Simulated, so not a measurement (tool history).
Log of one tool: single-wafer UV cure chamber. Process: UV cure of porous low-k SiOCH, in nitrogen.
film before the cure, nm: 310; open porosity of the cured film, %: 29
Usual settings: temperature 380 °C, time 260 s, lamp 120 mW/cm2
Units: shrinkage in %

run 1 hour=0 | temperature=380 time=260 lamp=120 | shrinkage=14.835
run 2 hour=54.4 | temperature=380 time=260 lamp=120 | shrinkage=15.195
run 3 hour=125.5 | temperature=380 time=260 lamp=120 | shrinkage=14.906
-- hour=206.2 quartz window cleaned
run 4 hour=214.4 | temperature=380 time=260 lamp=120 | shrinkage=14.515
run 5 hour=268 | temperature=380 time=260 lamp=120 | shrinkage=14.62
run 6 hour=361.3 | temperature=380 time=260 lamp=120 | shrinkage=14.724
run 7 hour=432.7 | temperature=380 time=260 lamp=120 | shrinkage=14.081
run 8 hour=495.7 | temperature=380 time=260 lamp=120 | shrinkage=13.801
run 9 hour=587.1 | temperature=380 time=260 lamp=120 | shrinkage=13.788
run 10 hour=644.6 | temperature=380 time=260 lamp=120 | shrinkage=14.172
run 11 hour=721.3 | temperature=380 time=260 lamp=120 | shrinkage=13.776
run 12 hour=761.1 | temperature=380 time=260 lamp=140 | shrinkage=14.55
run 13 hour=851.6 | temperature=380 time=260 lamp=120 | shrinkage=13.307
run 14 hour=915.1 | temperature=380 time=260 lamp=120 | shrinkage=12.969
-- hour=938.8 quartz window cleaned
-- hour=967.8 UV bulbs replaced
run 15 hour=982.2 | temperature=380 time=260 lamp=120 | shrinkage=14.585
run 16 hour=1027 | temperature=380 time=260 lamp=120 | shrinkage=15
run 17 hour=1069.3 | temperature=380 time=260 lamp=120 | shrinkage=15.001
run 18 hour=1166.6 | temperature=380 time=260 lamp=120 | shrinkage=15.231
run 19 hour=1204.1 | temperature=398 time=345 lamp=159 | shrinkage=18.31
run 20 hour=1283.8 | temperature=380 time=315 lamp=120 | shrinkage=15.859
run 21 hour=1328.8 | temperature=365 time=185 lamp=120 | shrinkage=12.774
run 22 hour=1366.4 | temperature=385 time=110 lamp=107 | shrinkage=10.033
run 23 hour=1419.2 | temperature=391 time=260 lamp=120 | shrinkage=14.96
run 24 hour=1457.8 | temperature=380 time=260 lamp=139 | shrinkage=15.307
-- hour=1691.4 quartz window cleaned
run 25 hour=1781.4 | temperature=380 time=260 lamp=120 | shrinkage=14.255
run 26 hour=1829 | temperature=380 time=200 lamp=107 | shrinkage=12.251
run 27 hour=2045.8 | temperature=380 time=400 lamp=120 | shrinkage=16.025
run 28 hour=2110.5 | temperature=365 time=205 lamp=81 | shrinkage=10.324
-- hour=2180.2 UV bulbs replaced
run 29 hour=2215.7 | temperature=380 time=260 lamp=120 | shrinkage=14.653
run 30 hour=2311.7 | temperature=391 time=260 lamp=120 | shrinkage=14.89
run 31 hour=2419.1 | temperature=380 time=105 lamp=120 | shrinkage=10.34
-- hour=2446.8 quartz window cleaned
run 32 hour=2474.8 | temperature=374 time=260 lamp=120 | shrinkage=14.46
run 33 hour=2564.7 | temperature=380 time=260 lamp=120 | shrinkage=14.957
run 34 hour=2649.1 | temperature=380 time=260 lamp=120 | shrinkage=14.574
run 35 hour=2744 | temperature=380 time=340 lamp=120 | shrinkage=15.852
run 36 hour=2836.3 | temperature=380 time=260 lamp=120 | shrinkage=14.529

3 ways to go on from here, each from the tool as it stands after run 36. What would each give?
run A hour=2836.8 | temperature=380 time=260 lamp=120 | shrinkage=?
run B hour=2836.8 | temperature=390 time=360 lamp=120 | shrinkage=?
run C hour=2836.8 | temperature=361 time=260 lamp=89 | shrinkage=?

run=A shrinkage=14.403
run=B shrinkage=16.296
run=C shrinkage=12.502
Without the tool's hidden state the same runs would have given:
run=A shrinkage=14.859
run=B shrinkage=16.762
run=C shrinkage=12.942
